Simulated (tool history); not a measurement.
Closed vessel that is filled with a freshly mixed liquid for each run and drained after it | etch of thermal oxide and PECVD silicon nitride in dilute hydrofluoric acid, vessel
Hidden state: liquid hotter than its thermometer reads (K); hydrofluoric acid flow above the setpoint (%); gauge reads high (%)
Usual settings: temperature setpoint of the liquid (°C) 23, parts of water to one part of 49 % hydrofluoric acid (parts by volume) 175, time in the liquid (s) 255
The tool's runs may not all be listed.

| run | hour | temperature setpoint of the liquid (°C) | parts of water to one part of 49 % hydrofluoric acid (parts by volume) | time in the liquid (s) | wafers since the last listed run | hours since the thermometer was replaced | hours since the hydrofluoric acid flow meter was replaced | hours since the gauge calibration | read-back film thickness of the thermal oxide reference wafer, read on the same gauge (nm) | read-back film thickness of the PECVD silicon nitride reference wafer, read on the same gauge (nm) | thickness taken off the thermal oxide on a monitor wafer (nm) | thickness taken off the PECVD silicon nitride on a monitor wafer (nm) |
|---|---|---|---|---|---|---|---|---|---|---|---|---|
| 1 | 0 | 23 | 175 | 255 | 0 | 2159.5 | 956.1 | 529.5 | 70.02 | 40.007 | 6.72 | 3.072 |
| 2 | 67 | 23 | 175 | 255 | 7061 | 2226.5 | 1023.1 | 596.5 | 70 | 40.012 | 6.76 | 3.077 |
| 3 | 103.2 | 23 | 175 | 370 | 3815 | 2262.7 | 1059.3 | 632.7 | 69.99 | 39.999 | 9.61 | 4.455 |
| 4 | 141.8 | 23 | 175 | 370 | 4068 | 2301.3 | 1097.9 | 671.3 | 70 | 40.001 | 9.83 | 4.39 |
| 5 | 195 | 23 | 175 | 255 | 5606 | 2354.5 | 1151.1 | 724.5 | 69.99 | 39.98 | 6.66 | 3.087 |
| 6 | 258.9 | 23 | 135 | 255 | 6734 | 2418.4 | 1215 | 788.4 | 70.02 | 40.004 | 9.07 | 3.945 |
| 7 | 308 | 23 | 135 | 255 | 5174 | 2467.5 | 1264.1 | 837.5 | 70.01 | 40.003 | 9.15 | 3.995 |
| 8 | 377.6 | 23 | 210 | 255 | 7335 | 2537.1 | 1333.7 | 907.1 | 70 | 40.02 | 5.45 | 2.574 |
| 9 | 407.7 | 23 | 210 | 255 | 3172 | 2567.2 | 1363.8 | 937.2 | 69.98 | 39.994 | 5.45 | 2.607 |
| 10 | 476.9 | 23 | 175 | 255 | 7292 | 2636.4 | 1433 | 1006.4 | 70.01 | 40.004 | 6.81 | 3.119 |
| 11 | 507.3 | 23 | 175 | 255 | 3203 | 2666.8 | 1463.4 | 1036.8 | 70.01 | 40.009 | 6.83 | 3.046 |
| 12 | 565.9 | 19.5 | 175 | 355 | 6175 | 2725.4 | 1522 | 1095.4 | 70.01 | 39.988 | 8.21 | 3.424 |
|  | 595.5 | thermometer replaced |
| 13 | 626.5 | 23 | 175 | 255 | 6281 | 31 | 1582.6 | 1156 | 69.99 | 40.005 | 6.81 | 3.1 |
|  | 634.3 | hydrofluoric acid flow meter replaced |
| 14 | 658.2 | 23 | 250 | 255 | 3235 | 62.7 | 23.9 | 1187.7 | 69.99 | 39.979 | 4.56 | 2.241 |
| 15 | 729.3 | 25 | 175 | 175 | 7493 | 133.8 | 95 | 1258.8 | 69.99 | 40.009 | 5.15 | 2.467 |
|  | 848.1 | hydrofluoric acid flow meter replaced, repeated, since the last time left the tool worse |
| 16 | 870.4 | 25.5 | 255 | 375 | 14765 | 274.9 | 22.3 | 1399.9 | 70 | 40.011 | 6.53 | 3.54 |
|  | 898.2 | gauge calibrated |
| 17 | 918.3 | 23 | 175 | 380 | 5048 | 322.8 | 70.2 | 20.1 | 69.99 | 40.005 | 9.54 | 4.418 |
| 18 | 959.6 | 23 | 175 | 255 | 4352 | 364.1 | 111.5 | 61.4 | 70 | 40.008 | 6.56 | 2.952 |
| 19 | 1027.7 | 20.5 | 175 | 255 | 7177 | 432.2 | 179.6 | 129.5 | 70 | 40.004 | 5.88 | 2.508 |
| 20 | 1051.7 | 20 | 245 | 325 | 2529 | 456.2 | 203.6 | 153.5 | 70.02 | 40.019 | 4.85 | 2.277 |
| 21 | 1117.9 | 23 | 210 | 255 | 6976 | 522.4 | 269.8 | 219.7 | 70 | 40.009 | 5.23 | 2.53 |
| 22 | 1175.1 | 21.5 | 90 | 365 | 6028 | 579.6 | 327 | 276.9 | 70 | 39.999 | 18.89 | 7.513 |
| 23 | 1238 | 23 | 130 | 130 | 6629 | 642.5 | 389.9 | 339.8 | 70 | 39.999 | 4.69 | 2.045 |
| 24 | 1292.1 | 19.5 | 240 | 310 | 5701 | 696.6 | 444 | 393.9 | 70 | 39.995 | 4.78 | 2.122 |

Forecast each of these 5 alternatives for the next run:
| A | 1292.8 | 23 | 175 | 255 | 73 | 697.3 | 444.7 | 394.6 | ? | ? | ? | ? |
| B | 1292.8 | 23 | 175 | 145 | 73 | 697.3 | 444.7 | 394.6 | ? | ? | ? | ? |
| C | 1292.8 | 20 | 175 | 255 | 73 | 697.3 | 444.7 | 394.6 | ? | ? | ? | ? |
| D | 1292.8 | 20 | 175 | 295 | 73 | 697.3 | 444.7 | 394.6 | ? | ? | ? | ? |
| E | 1292.8 | 23 | 175 | 165 | 73 | 697.3 | 444.7 | 394.6 | ? | ? | ? | ? |

| run | read-back film thickness of the thermal oxide reference wafer, read on the same gauge (nm) | read-back film thickness of the PECVD silicon nitride reference wafer, read on the same gauge (nm) | thickness taken off the thermal oxide on a monitor wafer (nm) | thickness taken off the PECVD silicon nitride on a monitor wafer (nm) |
|---|---|---|---|---|
| A | 70.01 | 39.998 | 6.57 | 2.976 |
| B | 70.01 | 39.998 | 3.74 | 1.692 |
| C | 70.01 | 39.998 | 5.85 | 2.446 |
| D | 70.01 | 39.998 | 6.77 | 2.829 |
| E | 70.01 | 39.998 | 4.25 | 1.926 |
Without the tool's hidden state the same runs would have given:
| run | thickness taken off the thermal oxide on a monitor wafer (nm) | thickness taken off the PECVD silicon nitride on a monitor wafer (nm) |
|---|---|---|
| A | 6.43 | 2.923 |
| B | 3.66 | 1.662 |
| C | 5.73 | 2.403 |
| D | 6.63 | 2.78 |
| E | 4.16 | 1.891 |

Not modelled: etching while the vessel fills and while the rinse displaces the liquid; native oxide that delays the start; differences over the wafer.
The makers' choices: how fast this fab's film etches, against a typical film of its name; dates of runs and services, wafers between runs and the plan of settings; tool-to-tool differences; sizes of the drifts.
